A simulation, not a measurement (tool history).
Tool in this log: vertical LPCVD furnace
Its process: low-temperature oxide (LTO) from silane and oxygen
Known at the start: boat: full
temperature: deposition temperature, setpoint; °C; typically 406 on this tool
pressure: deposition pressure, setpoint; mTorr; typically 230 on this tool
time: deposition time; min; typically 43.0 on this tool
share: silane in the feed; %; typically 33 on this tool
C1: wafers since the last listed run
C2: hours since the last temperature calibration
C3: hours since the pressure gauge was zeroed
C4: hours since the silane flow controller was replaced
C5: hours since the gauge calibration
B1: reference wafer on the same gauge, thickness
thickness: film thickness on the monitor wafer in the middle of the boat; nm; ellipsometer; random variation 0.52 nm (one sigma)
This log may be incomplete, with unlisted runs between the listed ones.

Run 1, hour 0.0: usual settings but time 35.0 min; C1 0; C2 3441.3; C3 2600.4; C4 5175.9; C5 189.4; B1 408.94. Result: thickness 270.47 nm.
Run 2, hour 13.1: usual settings but time 35.0 min; C1 326; C2 3454.4; C3 2613.5; C4 5189.0; C5 202.5; B1 409.16. Result: thickness 270.75 nm.
Run 3, hour 29.5: usual settings but time 35.0 min; C1 409; C2 3470.8; C3 2629.9; C4 5205.4; C5 218.9; B1 409.13. Result: thickness 270.34 nm.
Run 4, hour 46.9: usual settings but temperature 399 °C; C1 433; C2 3488.2; C3 2647.3; C4 5222.8; C5 236.3; B1 408.93. Result: thickness 306.74 nm.
At hour 49.2: gauge calibrated.
Run 5, hour 54.4: usual settings but temperature 399 °C; C1 187; C2 3495.7; C3 2654.8; C4 5230.3; C5 5.2; B1 409.02. Result: thickness 307.23 nm.
Run 6, hour 65.0: usual settings but temperature 399 °C; C1 264; C2 3506.3; C3 2665.4; C4 5240.9; C5 15.8; B1 408.86. Result: thickness 306.53 nm.
Run 7, hour 81.9: usual settings; C1 421; C2 3523.2; C3 2682.3; C4 5257.8; C5 32.7; B1 408.86. Result: thickness 333.07 nm.
At hour 116.1: silane flow controller replaced.
At hour 124.8: thermocouples replaced and temperature profile calibrated.
Run 8, hour 125.3: usual settings; C1 267; C2 0.5; C3 2725.7; C4 9.2; C5 76.1; B1 409.05. Result: thickness 331.02 nm.
Run 9, hour 129.0: usual settings but time 50.5 min; C1 92; C2 4.2; C3 2729.4; C4 12.9; C5 79.8; B1 409.15. Result: thickness 389.83 nm.
Run 10, hour 132.7: usual settings but time 50.5 min; C1 92; C2 7.9; C3 2733.1; C4 16.6; C5 83.5; B1 408.96. Result: thickness 388.59 nm.
Run 11, hour 137.8: usual settings but time 50.5 min; C1 127; C2 13.0; C3 2738.2; C4 21.7; C5 88.6; B1 409.13. Result: thickness 388.99 nm.
Run 12, hour 146.1: usual settings but temperature 412 °C, share 36 %; C1 207; C2 21.3; C3 2746.5; C4 30.0; C5 96.9; B1 409.02. Result: thickness 397.08 nm.
Run 13, hour 156.4: usual settings but temperature 412 °C, share 36 %; C1 256; C2 31.6; C3 2756.8; C4 40.3; C5 107.2; B1 409.05. Result: thickness 397.55 nm.
Run 14, hour 162.9: usual settings but pressure 195 mTorr, share 31 %; C1 162; C2 38.1; C3 2763.3; C4 46.8; C5 113.7; B1 409.09. Result: thickness 255.49 nm.
Run 15, hour 173.9: usual settings but time 26.0 min; C1 274; C2 49.1; C3 2774.3; C4 57.8; C5 124.7; B1 409.13. Result: thickness 199.58 nm.
Run 16, hour 190.4: usual settings but pressure 265 mTorr, share 31 %; C1 411; C2 65.6; C3 2790.8; C4 74.3; C5 141.2; B1 408.94. Result: thickness 352.01 nm.
Run 17, hour 196.9: usual settings; C1 162; C2 72.1; C3 2797.3; C4 80.8; C5 147.7; B1 408.95. Result: thickness 331.29 nm.
Run 18, hour 204.4: usual settings but temperature 412 °C, time 28.0 min; C1 187; C2 79.6; C3 2804.8; C4 88.3; C5 155.2; B1 408.88. Result: thickness 230.48 nm.
Run 19, hour 222.3: usual settings but temperature 411 °C; C1 446; C2 97.5; C3 2822.7; C4 106.2; C5 173.1; B1 408.92. Result: thickness 349.25 nm.
Run 20, hour 237.5: usual settings but temperature 399 °C; C1 379; C2 112.7; C3 2837.9; C4 121.4; C5 188.3; B1 409.20. Result: thickness 305.03 nm.
Run 21, hour 244.2: usual settings but pressure 205 mTorr, share 31 %; C1 167; C2 119.4; C3 2844.6; C4 128.1; C5 195.0; B1 409.18. Result: thickness 269.02 nm.
At hour 280.1: gauge calibrated.
At hour 288.5: pressure gauge zeroed.
Run 22, hour 289.0: usual settings; C1 518; C2 164.2; C3 0.5; C4 172.9; C5 8.9; B1 409.08. Result: thickness 343.77 nm.
Run 23, hour 297.0: usual settings but time 50.5 min; C1 199; C2 172.2; C3 8.5; C4 180.9; C5 16.9; B1 409.07. Result: thickness 403.77 nm.
Run 24, hour 340.3: usual settings but pressure 260 mTorr; C1 1080; C2 215.5; C3 51.8; C4 224.2; C5 60.2; B1 409.22. Result: thickness 388.33 nm.
Run 25, hour 352.5: usual settings but pressure 260 mTorr, share 29 %; C1 304; C2 227.7; C3 64.0; C4 236.4; C5 72.4; B1 408.89. Result: thickness 323.33 nm.
Run 26, hour 361.6: usual settings but temperature 400 °C, time 32.0 min; C1 226; C2 236.8; C3 73.1; C4 245.5; C5 81.5; B1 409.14. Result: thickness 239.16 nm.

Subtracting, for every run, the result it would have given without the tool's unlogged condition from the measured result gives the following. The same run-to-run variation enters both numbers; the gauge's scatter may not:
Hidden state at play: true tube temperature minus thermocouple reading, K; true pressure minus gauge reading, mTorr; deviation of the silane flow from its setpoint, %; gauge reads high (%).
run  thickness
  1      -8.93
  2      -9.02
  3      -9.13
  4     -10.50
  5     -10.57
  6     -10.63
  7     -11.69
  8     -12.01
  9     -14.17
 10     -14.16
 11     -14.23
 12     -14.62
 13     -14.74
 14     -11.31
 15      -7.50
 16     -11.56
 17     -12.65
 18      -8.84
 19     -13.58
 20     -11.99
 21     -11.98
 22      -0.08
 23      -0.09
 24      -0.08
 25      -0.07
 26      -0.06

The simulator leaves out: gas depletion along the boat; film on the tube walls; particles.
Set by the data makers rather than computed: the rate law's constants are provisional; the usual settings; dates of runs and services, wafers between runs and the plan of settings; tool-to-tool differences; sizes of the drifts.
